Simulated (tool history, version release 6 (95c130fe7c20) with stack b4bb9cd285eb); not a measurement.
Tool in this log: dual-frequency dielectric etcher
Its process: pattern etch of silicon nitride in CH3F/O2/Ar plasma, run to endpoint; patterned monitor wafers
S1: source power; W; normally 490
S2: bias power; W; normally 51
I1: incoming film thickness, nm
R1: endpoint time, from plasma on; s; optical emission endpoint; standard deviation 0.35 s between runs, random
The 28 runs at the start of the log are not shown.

run   hour   S1  S2     I1    R1
 29    694  490  51  47.02  63.5
 30  725.9  420  51  45.92    66
 31  738.7  440  59  46.79    63
 32  767.6  530  51  46.68  62.7
 33  811.9  540  59  46.88  59.9
 34  845.6  450  62  46.35  61.5
 35  869.5  490  51  46.78  64.8
 36  905.1  490  63  46.81  60.4

Each row is a separate what-if for the run after 36, all from the same tool condition, not one after another. Results?
  A  905.5  490  51  47.02   ?
  B  905.5  410  41  47.02   ?
  C  905.5  490  57  47.02   ?

run    R1
  A  66.1
  B  75.5
  C  63.5
The same runs, with their run-to-run variation unchanged, on a tool lacking any hidden condition would have given:
run    R1
  A  64.6
  B  73.8
  C    62
